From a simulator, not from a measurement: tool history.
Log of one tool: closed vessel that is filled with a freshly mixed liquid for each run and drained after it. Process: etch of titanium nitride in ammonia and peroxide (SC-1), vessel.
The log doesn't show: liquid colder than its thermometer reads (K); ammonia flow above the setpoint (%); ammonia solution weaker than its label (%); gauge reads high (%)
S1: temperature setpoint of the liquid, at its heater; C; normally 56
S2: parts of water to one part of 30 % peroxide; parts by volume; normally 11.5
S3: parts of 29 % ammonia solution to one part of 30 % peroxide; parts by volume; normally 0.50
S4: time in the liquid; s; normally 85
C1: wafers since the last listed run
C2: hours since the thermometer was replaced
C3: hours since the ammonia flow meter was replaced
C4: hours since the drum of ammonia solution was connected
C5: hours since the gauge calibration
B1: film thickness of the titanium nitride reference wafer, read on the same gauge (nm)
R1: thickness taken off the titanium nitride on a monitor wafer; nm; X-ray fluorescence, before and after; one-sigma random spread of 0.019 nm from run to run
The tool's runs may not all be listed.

run   hour  S1    S2    S3   S4    C1      C2      C3     C4     C5      B1    R1
  1    0.0  56  11.5  0.50   85     0  1490.1  1092.9  657.2  231.1  120.03  5.37
  2   26.2  56  15.5  0.50   85  3448  1516.3  1119.1  683.4  257.3  120.02  4.57
  3   44.1  56  11.5  0.50  115  2355  1534.2  1137.0  701.3  275.2  120.03  7.27
  4   59.1  56  11.5  0.45   85  1974  1549.2  1152.0  716.3  290.2  119.97  5.30
  5   71.5  56  11.5  0.70   85  1632  1561.6  1164.4  728.7  302.6  120.00  5.67
  6  104.6  56  11.5  0.70   85  4356  1594.7  1197.5  761.8  335.7  119.97  5.67
  7  132.1  56  11.5  0.50   85  3619  1622.2  1225.0  789.3  363.2  120.00  5.36
  8  164.0  56  11.5  0.50   85  4198  1654.1  1256.9  821.2  395.1  120.01  5.38
  9  193.6  56  11.5  0.50   85  3895  1683.7  1286.5  850.8  424.7  119.95  5.34
     211.3  -- thermometer replaced
 10  221.3  56  11.5  0.50   85  3514    10.0  1314.2  878.5  452.4  120.02  5.71
 11  243.2  56  11.5  0.50   85  2882    31.9  1336.1  900.4  474.3  119.96  5.73
     245.4  -- gauge calibrated
 12  267.2  56  11.5  0.50   85  3158    55.9  1360.1  924.4   21.8  120.02  5.74
     289.6  -- new drum of ammonia solution connected
 13  298.1  60  11.5  0.50   85  3935    86.8  1391.0    8.5   52.7  120.03  7.46
     300.5  -- ammonia flow meter replaced
 14  313.9  56  16.5  0.25   55  1947   102.6    13.4   24.3   68.5  120.00  2.67
 15  347.9  56   5.5  0.75   85  4474   136.6    47.4   58.3  102.5  120.01  8.80
 16  360.2  56  11.5  0.25   85  1618   148.9    59.7   70.6  114.8  120.00  5.05

Run 17 is up next; what results do you expect?
 17  387.3  60  16.0  0.30  125  3566  176.0  86.8  97.7  141.9   ?   ?

B1: 120.01
R1: 8.36 nm
Take away the tool's hidden state, keep the run-to-run variation as it was, and the same run would have given R1 8.48 nm.

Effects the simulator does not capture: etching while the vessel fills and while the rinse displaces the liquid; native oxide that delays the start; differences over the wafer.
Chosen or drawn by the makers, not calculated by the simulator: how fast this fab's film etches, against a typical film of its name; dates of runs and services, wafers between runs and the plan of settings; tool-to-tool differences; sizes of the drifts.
